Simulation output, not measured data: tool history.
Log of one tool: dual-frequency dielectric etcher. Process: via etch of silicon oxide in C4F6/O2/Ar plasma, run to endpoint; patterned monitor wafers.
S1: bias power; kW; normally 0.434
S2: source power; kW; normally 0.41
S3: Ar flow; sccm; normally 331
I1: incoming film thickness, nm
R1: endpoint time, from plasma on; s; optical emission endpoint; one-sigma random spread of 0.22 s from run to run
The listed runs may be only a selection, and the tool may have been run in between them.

| run | hour | S1 | S2 | S3 | I1 | R1 |
|---|---|---|---|---|---|---|
| 1 | 0 | 0.434 | 0.41 | 331 | 194.7 | 47.6 |
| 2 | 48.6 | 0.434 | 0.41 | 331 | 193.7 | 47.5 |
| 3 | 94.5 | 0.434 | 0.41 | 331 | 192.2 | 46.8 |
| 4 | 172.2 | 0.434 | 0.41 | 331 | 193.4 | 46.7 |
| 5 | 278 | 0.434 | 0.41 | 331 | 191.9 | 46.4 |
| 6 | 383.7 | 0.434 | 0.41 | 331 | 193.6 | 46.5 |
| 7 | 422.2 | 0.434 | 0.41 | 379 | 194.8 | 47.3 |
| 8 | 480 | 0.434 | 0.41 | 331 | 192.8 | 45.8 |
| 9 | 520.9 | 0.434 | 0.41 | 364 | 191.3 | 45.8 |
| 10 | 624.4 | 0.332 | 0.37 | 331 | 195.1 | 55.4 |
| 11 | 675.6 | 0.371 | 0.36 | 331 | 192.8 | 53.8 |
| 12 | 723 | 0.434 | 0.41 | 331 | 192.1 | 46.8 |
| 13 | 770.7 | 0.394 | 0.41 | 252 | 193.4 | 47.9 |
| 14 | 865.3 | 0.434 | 0.41 | 331 | 194.5 | 47.2 |
| 15 | 956 | 0.434 | 0.41 | 278 | 194.5 | 46.7 |
| 16 | 1043.7 | 0.434 | 0.41 | 364 | 193.4 | 46.8 |
| 17 | 1094.4 | 0.434 | 0.41 | 331 | 195.1 | 46.4 |
| 18 | 1140.2 | 0.485 | 0.41 | 358 | 193.8 | 44.2 |
| 19 | 1256.8 | 0.434 | 0.36 | 378 | 193.9 | 49.9 |
| 20 | 1301.1 | 0.503 | 0.41 | 364 | 192.8 | 44.9 |
| 21 | 1336.4 | 0.434 | 0.41 | 331 | 193 | 47.1 |
| 22 | 1406.5 | 0.434 | 0.41 | 331 | 192.5 | 46.3 |
| 23 | 1471.4 | 0.482 | 0.46 | 253 | 192.7 | 41.5 |
| 24 | 1763.5 | 0.434 | 0.41 | 298 | 194.6 | 46 |
| 25 | 1853 | 0.365 | 0.44 | 265 | 192.4 | 47.4 |
| 26 | 1954.3 | 0.434 | 0.41 | 331 | 194.4 | 47 |
| 27 | 2047.9 | 0.521 | 0.41 | 307 | 193.9 | 43.5 |
| 28 | 2111.7 | 0.53 | 0.41 | 368 | 195.6 | 44 |
| 29 | 2159.7 | 0.369 | 0.41 | 357 | 192 | 49.3 |

Missing from the log above: 7 entries noted between runs. For each, name the pair of listed runs it sits between and say how the tool's hidden condition differs from the listed run just before to the listed run just after:
From run 2 to run 3: bias power generator calibrated (hour 79.3)
  etch rate over this chamber's usual, %: 0.16 -> 0.398
  measured value less the no-hidden-state value, R1: -0.1 -> -0.2 s
From run 9 to run 10: wet clean of the chamber (hour 617.7)
  etch rate over this chamber's usual, %: 2.61 -> -0.177
  measured value less the no-hidden-state value, R1: -1.2 -> +0.1 s
From run 15 to run 16: source power generator calibrated (hour 968.4)
  etch rate over this chamber's usual, %: 1.54 -> 2
  measured value less the no-hidden-state value, R1: -0.7 -> -0.9 s
From run 18 to run 19: upper electrode replaced (hour 1256.3)
  etch rate over this chamber's usual, %: 2.49 -> 3.1
  measured value less the no-hidden-state value, R1: -1.1 -> -1.5 s
From run 19 to run 20: Ar flow controller replaced (hour 1270.3); wet clean of the chamber (hour 1300.6)
  etch rate over this chamber's usual, %: 3.1 -> 0.219
  measured value less the no-hidden-state value, R1: -1.5 -> -0.1 s
From run 24 to run 25: wet clean of the chamber (hour 1828.6)
  etch rate over this chamber's usual, %: 2.61 -> 0.112
  measured value less the no-hidden-state value, R1: -1.2 -> -0.1 s
